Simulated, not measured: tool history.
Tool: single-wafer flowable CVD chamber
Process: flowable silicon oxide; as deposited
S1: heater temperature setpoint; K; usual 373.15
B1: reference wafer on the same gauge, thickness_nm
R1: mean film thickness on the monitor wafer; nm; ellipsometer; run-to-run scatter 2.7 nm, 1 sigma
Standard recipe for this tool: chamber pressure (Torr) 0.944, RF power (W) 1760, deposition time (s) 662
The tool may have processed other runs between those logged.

{"run": 1, "hour": 0.0, "S1": 373.15, "chamber pressure (Torr)": 0.944, "RF power (W)": 1760, "deposition time (s)": 662, "B1": 490.321, "R1": 486.933}
{"run": 2, "hour": 12.3, "S1": 373.15, "chamber pressure (Torr)": 0.944, "RF power (W)": 1760, "deposition time (s)": 662, "B1": 491.333, "R1": 486.124}
{"hour": 35.9, "done": "showerhead replaced, of another model than before"}
{"run": 3, "hour": 36.4, "S1": 373.15, "chamber pressure (Torr)": 0.944, "RF power (W)": 1760, "deposition time (s)": 707, "B1": 491.638, "R1": 520.863}
{"run": 4, "hour": 44.7, "S1": 373.15, "chamber pressure (Torr)": 0.944, "RF power (W)": 2005, "deposition time (s)": 662, "B1": 490.684, "R1": 496.887}
{"run": 5, "hour": 80.7, "S1": 373.15, "chamber pressure (Torr)": 1.005, "RF power (W)": 2080, "deposition time (s)": 662, "B1": 490.217, "R1": 525.601}
{"run": 6, "hour": 106.8, "S1": 373.15, "chamber pressure (Torr)": 0.944, "RF power (W)": 1760, "deposition time (s)": 662, "B1": 489.437, "R1": 493.418}
{"run": 7, "hour": 129.4, "S1": 373.15, "chamber pressure (Torr)": 0.944, "RF power (W)": 1760, "deposition time (s)": 662, "B1": 491.127, "R1": 492.471}
{"hour": 143.0, "done": "RF generator calibrated"}
{"hour": 153.8, "done": "thermocouple changed; heater temperature recalibrated"}
{"run": 8, "hour": 168.1, "S1": 380.15, "chamber pressure (Torr)": 0.944, "RF power (W)": 2085, "deposition time (s)": 739, "B1": 491.077, "R1": 437.877}
{"run": 9, "hour": 186.5, "S1": 373.15, "chamber pressure (Torr)": 0.944, "RF power (W)": 1760, "deposition time (s)": 662, "B1": 491.679, "R1": 492.519}
{"run": 10, "hour": 214.9, "S1": 361.15, "chamber pressure (Torr)": 0.944, "RF power (W)": 1760, "deposition time (s)": 617, "B1": 491.717, "R1": 710.213}
{"run": 11, "hour": 238.4, "S1": 373.15, "chamber pressure (Torr)": 0.944, "RF power (W)": 1760, "deposition time (s)": 555, "B1": 492.334, "R1": 413.168}
{"run": 12, "hour": 259.5, "S1": 386.15, "chamber pressure (Torr)": 1.119, "RF power (W)": 1445, "deposition time (s)": 758, "B1": 492.169, "R1": 383.309}
{"run": 13, "hour": 273.7, "S1": 373.15, "chamber pressure (Torr)": 0.944, "RF power (W)": 1760, "deposition time (s)": 662, "B1": 489.629, "R1": 493.942}
{"run": 14, "hour": 297.3, "S1": 373.15, "chamber pressure (Torr)": 0.944, "RF power (W)": 1760, "deposition time (s)": 662, "B1": 490.067, "R1": 497.048}
{"run": 15, "hour": 312.3, "S1": 383.15, "chamber pressure (Torr)": 1.08, "RF power (W)": 1760, "deposition time (s)": 662, "B1": 492.698, "R1": 375.319}
{"run": 16, "hour": 330.3, "S1": 373.15, "chamber pressure (Torr)": 0.944, "RF power (W)": 1760, "deposition time (s)": 662, "B1": 491.107, "R1": 500.661}
{"run": 17, "hour": 366.2, "S1": 368.15, "chamber pressure (Torr)": 0.944, "RF power (W)": 1760, "deposition time (s)": 662, "B1": 491.684, "R1": 596.223}
{"run": 18, "hour": 390.8, "S1": 373.15, "chamber pressure (Torr)": 1.145, "RF power (W)": 1760, "deposition time (s)": 598, "B1": 490.964, "R1": 520.54}
{"run": 19, "hour": 406.6, "S1": 373.15, "chamber pressure (Torr)": 0.944, "RF power (W)": 1760, "deposition time (s)": 662, "B1": 491.075, "R1": 500.111}
{"run": 20, "hour": 419.5, "S1": 385.15, "chamber pressure (Torr)": 0.944, "RF power (W)": 1760, "deposition time (s)": 734, "B1": 490.654, "R1": 352.084}
{"run": 21, "hour": 453.0, "S1": 385.15, "chamber pressure (Torr)": 1.015, "RF power (W)": 1760, "deposition time (s)": 662, "B1": 490.237, "R1": 339.369}
{"run": 22, "hour": 484.5, "S1": 367.15, "chamber pressure (Torr)": 1.075, "RF power (W)": 1640, "deposition time (s)": 703, "B1": 490.701, "R1": 717.808}
{"run": 23, "hour": 519.9, "S1": 364.15, "chamber pressure (Torr)": 0.944, "RF power (W)": 1445, "deposition time (s)": 562, "B1": 491.046, "R1": 580.058}
{"run": 24, "hour": 541.4, "S1": 373.15, "chamber pressure (Torr)": 0.944, "RF power (W)": 1760, "deposition time (s)": 662, "B1": 491.564, "R1": 494.242}
{"run": 25, "hour": 557.7, "S1": 373.15, "chamber pressure (Torr)": 0.944, "RF power (W)": 1760, "deposition time (s)": 662, "B1": 491.51, "R1": 501.927}
{"run": 26, "hour": 571.0, "S1": 373.15, "chamber pressure (Torr)": 0.944, "RF power (W)": 1760, "deposition time (s)": 662, "B1": 490.546, "R1": 504.263}
{"run": 27, "hour": 591.4, "S1": 373.15, "chamber pressure (Torr)": 0.944, "RF power (W)": 1905, "deposition time (s)": 662, "B1": 490.455, "R1": 509.833}

Each row is a separate what-if for the run after 27, all from the same tool condition, not one after another. Results?
{"run": "A", "hour": 592.0, "S1": 373.15, "chamber pressure (Torr)": 0.944, "RF power (W)": 1760, "deposition time (s)": 662, "B1": "?", "R1": "?"}
{"run": "B", "hour": 592.0, "S1": 373.15, "chamber pressure (Torr)": 0.944, "RF power (W)": 1760, "deposition time (s)": 623, "B1": "?", "R1": "?"}
{"run": "C", "hour": 592.0, "S1": 365.15, "chamber pressure (Torr)": 1.15, "RF power (W)": 1440, "deposition time (s)": 662, "B1": "?", "R1": "?"}
{"run": "D", "hour": 592.0, "S1": 373.15, "chamber pressure (Torr)": 0.944, "RF power (W)": 1640, "deposition time (s)": 565, "B1": "?", "R1": "?"}
{"run": "E", "hour": 592.0, "S1": 373.15, "chamber pressure (Torr)": 0.798, "RF power (W)": 1760, "deposition time (s)": 738, "B1": "?", "R1": "?"}

run=A B1=490.047 R1=502.757
run=B B1=490.047 R1=473.138
run=C B1=490.047 R1=752.691
run=D B1=490.047 R1=422.911
run=E B1=490.047 R1=497.96
Without the tool's hidden state the same runs would have given:
run=A R1=483.406
run=B R1=454.927
run=C R1=726.162
run=D R1=406.633
run=E R1=478.01

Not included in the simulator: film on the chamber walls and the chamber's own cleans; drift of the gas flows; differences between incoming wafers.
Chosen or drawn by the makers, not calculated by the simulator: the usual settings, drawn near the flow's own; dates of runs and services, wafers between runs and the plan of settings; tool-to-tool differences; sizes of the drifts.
